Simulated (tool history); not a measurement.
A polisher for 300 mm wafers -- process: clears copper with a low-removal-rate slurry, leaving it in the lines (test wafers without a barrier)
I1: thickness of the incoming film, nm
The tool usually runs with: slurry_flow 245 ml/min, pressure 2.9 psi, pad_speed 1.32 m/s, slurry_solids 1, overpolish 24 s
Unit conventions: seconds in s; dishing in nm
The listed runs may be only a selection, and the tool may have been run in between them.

run 1 hour=0 | slurry_flow=245 pressure=2.9 pad_speed=1.32 slurry_solids=1 overpolish=24 | I1=363.1 | seconds=113.5 dishing=51.8
run 2 hour=13.1 | slurry_flow=245 pressure=2.9 pad_speed=1.32 slurry_solids=1 overpolish=24 | I1=361.9 | seconds=113.5 dishing=53.9
run 3 hour=43.9 | slurry_flow=245 pressure=2.9 pad_speed=1.32 slurry_solids=1 overpolish=24 | I1=364.9 | seconds=116.6 dishing=53.6
-- hour=49.7 worn pad replaced by a new one
-- hour=52.7 slurry blender recalibrated
run 4 hour=62.6 | slurry_flow=245 pressure=2.9 pad_speed=1.32 slurry_solids=1 overpolish=24 | I1=359.1 | seconds=107.1 dishing=56.3
run 5 hour=80.3 | slurry_flow=245 pressure=2.6 pad_speed=1.32 slurry_solids=1 overpolish=24 | I1=355.2 | seconds=120.7 dishing=48.4
run 6 hour=93.8 | slurry_flow=245 pressure=2.6 pad_speed=1.32 slurry_solids=1 overpolish=24 | I1=366.2 | seconds=125.4 dishing=49.1
run 7 hour=110.1 | slurry_flow=245 pressure=2.6 pad_speed=1.32 slurry_solids=1 overpolish=24 | I1=362 | seconds=122.6 dishing=49.2
run 8 hour=145.5 | slurry_flow=245 pressure=2.9 pad_speed=1.32 slurry_solids=1 overpolish=19 | I1=354.4 | seconds=106.5 dishing=44.9
-- hour=164.8 worn pad replaced by a new one
run 9 hour=173.6 | slurry_flow=245 pressure=2.9 pad_speed=1.32 slurry_solids=1 overpolish=19 | I1=359.2 | seconds=108.4 dishing=45.1
run 10 hour=193.3 | slurry_flow=245 pressure=2.9 pad_speed=1.32 slurry_solids=1 overpolish=19 | I1=361.9 | seconds=109.6 dishing=44.9
run 11 hour=223.1 | slurry_flow=245 pressure=2.9 pad_speed=1.32 slurry_solids=1 overpolish=16 | I1=361.4 | seconds=109.1 dishing=39.6
run 12 hour=243.1 | slurry_flow=245 pressure=2.9 pad_speed=1.32 slurry_solids=1 overpolish=24 | I1=364.3 | seconds=110.4 dishing=54.8
run 13 hour=268.3 | slurry_flow=245 pressure=2.3 pad_speed=1.32 slurry_solids=1 overpolish=24 | I1=360.6 | seconds=136.6 dishing=45
-- hour=274.7 worn pad replaced by a new one
run 14 hour=286.7 | slurry_flow=215 pressure=3.2 pad_speed=1.78 slurry_solids=0.9 overpolish=24 | I1=355 | seconds=75.1 dishing=74.6
-- hour=303.2 slurry blender recalibrated
-- hour=305.6 slurry nozzle cleaned
run 15 hour=316.7 | slurry_flow=245 pressure=2.9 pad_speed=0.9 slurry_solids=1 overpolish=32 | I1=358.8 | seconds=154.3 dishing=54.2

Run 16 is up next; what results do you expect?
run 16 hour=341.9 | slurry_flow=165 pressure=2.9 pad_speed=1.32 slurry_solids=1 overpolish=24 | I1=357.7 | seconds=? dishing=?

Logged for run 16: seconds 105.5 s, dishing 56.1 nm.
Had the tool carried no hidden state, the very same run would have given seconds 117 s, dishing 51.4 nm.
